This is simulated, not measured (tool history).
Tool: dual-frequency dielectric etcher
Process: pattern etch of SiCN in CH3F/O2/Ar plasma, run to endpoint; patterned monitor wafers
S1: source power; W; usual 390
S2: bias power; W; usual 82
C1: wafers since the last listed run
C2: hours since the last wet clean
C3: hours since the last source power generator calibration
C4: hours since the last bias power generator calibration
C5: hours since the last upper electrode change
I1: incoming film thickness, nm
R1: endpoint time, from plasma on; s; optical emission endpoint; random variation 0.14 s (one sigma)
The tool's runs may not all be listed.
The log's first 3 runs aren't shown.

Run 4, hour 159.2: usual settings but S1 430 W, S2 90 W; C1 686; C2 421.4; C3 2726.1; C4 4640.2; C5 2470.8; I1 6.60. Result: R1 17.2 s.
At hour 192.5: wet clean of the chamber.
Run 5, hour 265.4: usual settings but S1 440 W; C1 1128; C2 72.9; C3 2832.3; C4 4746.4; C5 2577.0; I1 6.62. Result: R1 17.6 s.
Run 6, hour 292.5: usual settings but S1 440 W; C1 372; C2 100.0; C3 2859.4; C4 4773.5; C5 2604.1; I1 6.62. Result: R1 17.7 s.
Run 7, hour 340.2: usual settings but S1 440 W; C1 655; C2 147.7; C3 2907.1; C4 4821.2; C5 2651.8; I1 6.51. Result: R1 17.4 s.
Run 8, hour 401.2: usual settings; C1 837; C2 208.7; C3 2968.1; C4 4882.2; C5 2712.8; I1 6.54. Result: R1 18.5 s.
Run 9, hour 465.4: usual settings; C1 881; C2 272.9; C3 3032.3; C4 4946.4; C5 2777.0; I1 6.61. Result: R1 18.6 s.
Run 10, hour 522.9: usual settings; C1 789; C2 330.4; C3 3089.8; C4 5003.9; C5 2834.5; I1 6.57. Result: R1 18.7 s.
At hour 549.4: source power generator calibrated.
Run 11, hour 553.6: usual settings; C1 366; C2 361.1; C3 4.2; C4 5034.6; C5 2865.2; I1 6.68. Result: R1 19.0 s.
Run 12, hour 618.5: usual settings; C1 891; C2 426.0; C3 69.1; C4 5099.5; C5 2930.1; I1 6.61. Result: R1 18.6 s.
Run 13, hour 689.7: usual settings but S1 470 W; C1 977; C2 497.2; C3 140.3; C4 5170.7; C5 3001.3; I1 6.65. Result: R1 17.1 s.
At hour 725.7: wet clean of the chamber.
Run 14, hour 730.6: usual settings but S1 470 W; C1 232; C2 4.9; C3 181.2; C4 5211.6; C5 3042.2; I1 6.58. Result: R1 16.9 s.
Run 15, hour 798.2: usual settings but S1 470 W; C1 928; C2 72.5; C3 248.8; C4 5279.2; C5 3109.8; I1 6.52. Result: R1 16.7 s.
Run 16, hour 826.0: usual settings; C1 381; C2 100.3; C3 276.6; C4 5307.0; C5 3137.6; I1 6.62. Result: R1 18.9 s.
Run 17, hour 881.4: usual settings; C1 760; C2 155.7; C3 332.0; C4 5362.4; C5 3193.0; I1 6.70. Result: R1 19.0 s.
Run 18, hour 952.5: usual settings but S1 440 W; C1 976; C2 226.8; C3 403.1; C4 5433.5; C5 3264.1; I1 6.62. Result: R1 17.4 s.
Run 19, hour 1022.2: usual settings but S1 480 W, S2 72 W; C1 957; C2 296.5; C3 472.8; C4 5503.2; C5 3333.8; I1 6.65. Result: R1 17.9 s.
Run 20, hour 1083.4: usual settings but S1 300 W, S2 63 W; C1 840; C2 357.7; C3 534.0; C4 5564.4; C5 3395.0; I1 6.64. Result: R1 24.0 s.
At hour 1091.9: bias power generator calibrated.
At hour 1154.2: upper electrode replaced.
Run 21, hour 1154.7: usual settings; C1 594; C2 429.0; C3 605.3; C4 62.8; C5 0.5; I1 6.59. Result: R1 18.6 s.
Run 22, hour 1190.7: usual settings but S1 300 W, S2 88 W; C1 494; C2 465.0; C3 641.3; C4 98.8; C5 36.5; I1 6.56. Result: R1 21.2 s.
At hour 1252.1: wet clean of the chamber.
Run 23, hour 1252.6: usual settings but S2 63 W; C1 520; C2 0.5; C3 703.2; C4 160.7; C5 98.4; I1 6.63. Result: R1 20.8 s.

Forecast run 24:
Run 24, hour 1299.1: usual settings but S1 320 W, S2 64 W; C1 638; C2 47.0; C3 749.7; C4 207.2; C5 144.9; I1 6.55. Result: R1 ?.

{"run 24": {"R1": 22.8}}
Without the tool's hidden state the same run would have given R1 22.8 s.
